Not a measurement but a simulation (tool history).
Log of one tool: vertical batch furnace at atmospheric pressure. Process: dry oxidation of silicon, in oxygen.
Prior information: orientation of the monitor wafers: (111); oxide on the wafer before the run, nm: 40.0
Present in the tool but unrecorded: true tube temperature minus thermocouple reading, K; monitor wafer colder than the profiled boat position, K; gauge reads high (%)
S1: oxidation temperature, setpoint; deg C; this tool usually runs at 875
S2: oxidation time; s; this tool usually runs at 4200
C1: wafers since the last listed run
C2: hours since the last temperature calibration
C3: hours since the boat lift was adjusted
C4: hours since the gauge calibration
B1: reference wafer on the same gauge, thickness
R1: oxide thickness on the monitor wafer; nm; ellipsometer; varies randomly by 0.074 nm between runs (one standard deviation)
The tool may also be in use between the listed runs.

run 1 hour=0.0 | S1=881 S2=4200 | C1=0 C2=3100.6 C3=2745.9 C4=140.6 | B1=54.40 | R1=50.37
run 2 hour=45.9 | S1=881 S2=4200 | C1=456 C2=3146.5 C3=2791.8 C4=186.5 | B1=54.38 | R1=50.29
run 3 hour=59.6 | S1=875 S2=4200 | C1=136 C2=3160.2 C3=2805.5 C4=200.2 | B1=54.37 | R1=49.50
run 4 hour=76.9 | S1=875 S2=4200 | C1=172 C2=3177.5 C3=2822.8 C4=217.5 | B1=54.36 | R1=49.31
run 5 hour=94.7 | S1=875 S2=4200 | C1=177 C2=3195.3 C3=2840.6 C4=235.3 | B1=54.34 | R1=49.26
run 6 hour=103.0 | S1=875 S2=4200 | C1=82 C2=3203.6 C3=2848.9 C4=243.6 | B1=54.34 | R1=49.27
run 7 hour=113.8 | S1=875 S2=4200 | C1=107 C2=3214.4 C3=2859.7 C4=254.4 | B1=54.35 | R1=49.31
run 8 hour=129.6 | S1=875 S2=4200 | C1=157 C2=3230.2 C3=2875.5 C4=270.2 | B1=54.37 | R1=49.34
run 9 hour=140.6 | S1=875 S2=4200 | C1=109 C2=3241.2 C3=2886.5 C4=281.2 | B1=54.33 | R1=49.12
-- hour=186.5 boat lift adjusted
run 10 hour=192.5 | S1=875 S2=4200 | C1=277 C2=3293.1 C3=6.0 C4=333.1 | B1=54.27 | R1=49.15
run 11 hour=201.6 | S1=875 S2=4200 | C1=90 C2=3302.2 C3=15.1 C4=342.2 | B1=54.27 | R1=49.22
run 12 hour=212.7 | S1=875 S2=4200 | C1=110 C2=3313.3 C3=26.2 C4=353.3 | B1=54.26 | R1=49.22
run 13 hour=227.6 | S1=869 S2=5130 | C1=148 C2=3328.2 C3=41.1 C4=368.2 | B1=54.23 | R1=50.40
run 14 hour=245.3 | S1=869 S2=5130 | C1=176 C2=3345.9 C3=58.8 C4=385.9 | B1=54.21 | R1=50.45
run 15 hour=252.3 | S1=875 S2=5820 | C1=69 C2=3352.9 C3=65.8 C4=392.9 | B1=54.20 | R1=53.37
run 16 hour=268.4 | S1=875 S2=5220 | C1=160 C2=3369.0 C3=81.9 C4=409.0 | B1=54.22 | R1=51.97
run 17 hour=278.7 | S1=875 S2=2280 | C1=102 C2=3379.3 C3=92.2 C4=419.3 | B1=54.17 | R1=43.99
run 18 hour=292.0 | S1=885 S2=4200 | C1=132 C2=3392.6 C3=105.5 C4=432.6 | B1=54.15 | R1=50.86
run 19 hour=302.9 | S1=894 S2=2370 | C1=108 C2=3403.5 C3=116.4 C4=443.5 | B1=54.18 | R1=46.32
run 20 hour=310.5 | S1=888 S2=6180 | C1=75 C2=3411.1 C3=124.0 C4=451.1 | B1=54.15 | R1=57.55
run 21 hour=321.1 | S1=898 S2=4200 | C1=105 C2=3421.7 C3=134.6 C4=461.7 | B1=54.12 | R1=53.75
run 22 hour=330.8 | S1=875 S2=2280 | C1=96 C2=3431.4 C3=144.3 C4=471.4 | B1=54.11 | R1=43.91
run 23 hour=347.7 | S1=875 S2=4200 | C1=168 C2=3448.3 C3=161.2 C4=488.3 | B1=54.14 | R1=48.97
run 24 hour=353.8 | S1=875 S2=4200 | C1=60 C2=3454.4 C3=167.3 C4=494.4 | B1=54.12 | R1=49.08
-- hour=380.7 thermocouples replaced and temperature profile calibrated
run 25 hour=381.2 | S1=875 S2=4200 | C1=33 C2=0.5 C3=194.7 C4=521.8 | B1=54.06 | R1=49.17
run 26 hour=385.3 | S1=868 S2=4200 | C1=40 C2=4.6 C3=198.8 C4=525.9 | B1=54.04 | R1=47.89
run 27 hour=389.5 | S1=875 S2=4200 | C1=41 C2=8.8 C3=203.0 C4=530.1 | B1=54.02 | R1=49.05
run 28 hour=406.0 | S1=885 S2=2130 | C1=164 C2=25.3 C3=219.5 C4=546.6 | B1=54.02 | R1=44.29
-- hour=408.4 gauge calibrated
run 29 hour=420.2 | S1=875 S2=4200 | C1=141 C2=39.5 C3=233.7 C4=11.8 | B1=54.26 | R1=49.28
run 30 hour=428.1 | S1=875 S2=4200 | C1=78 C2=47.4 C3=241.6 C4=19.7 | B1=54.26 | R1=49.24
run 31 hour=443.9 | S1=866 S2=3360 | C1=157 C2=63.2 C3=257.4 C4=35.5 | B1=54.27 | R1=45.73
run 32 hour=451.3 | S1=875 S2=4200 | C1=73 C2=70.6 C3=264.8 C4=42.9 | B1=54.29 | R1=49.27
run 33 hour=468.5 | S1=875 S2=4200 | C1=171 C2=87.8 C3=282.0 C4=60.1 | B1=54.26 | R1=49.04
run 34 hour=478.8 | S1=852 S2=3390 | C1=102 C2=98.1 C3=292.3 C4=70.4 | B1=54.26 | R1=44.31
run 35 hour=496.1 | S1=860 S2=5700 | C1=172 C2=115.4 C3=309.6 C4=87.7 | B1=54.22 | R1=49.93
run 36 hour=510.6 | S1=891 S2=3570 | C1=144 C2=129.9 C3=324.1 C4=102.2 | B1=54.24 | R1=50.11
run 37 hour=528.6 | S1=898 S2=4770 | C1=179 C2=147.9 C3=342.1 C4=120.2 | B1=54.20 | R1=55.88
run 38 hour=536.4 | S1=889 S2=3120 | C1=77 C2=155.7 C3=349.9 C4=128.0 | B1=54.26 | R1=48.25

For some of the steps in R1 from one run to the next: how much would appear even if the tool had no hidden state, given the settings, what came in and random variation, and how much remains for the hidden state plus any gauge scatter that the measured result and the result without hidden state don't share?
Run 9 -> 10: boat lift adjusted. R1 +0.03 nm: hidden state -0.04, all else +0.07.
Run 16 -> 17: S2 5220 -> 2280. R1 -7.98 nm: hidden state +0.01, all else -7.99.
Run 19 -> 20: S1 894 -> 888, S2 2370 -> 6180. R1 +11.23 nm: hidden state -0.04, all else +11.27.
Run 21 -> 22: S1 898 -> 875, S2 4200 -> 2280. R1 -9.84 nm: hidden state +0.03, all else -9.87.
Run 28 -> 29: S1 885 -> 875, S2 2130 -> 4200, gauge calibrated. R1 +4.99 nm: hidden state +0.20, all else +4.79.
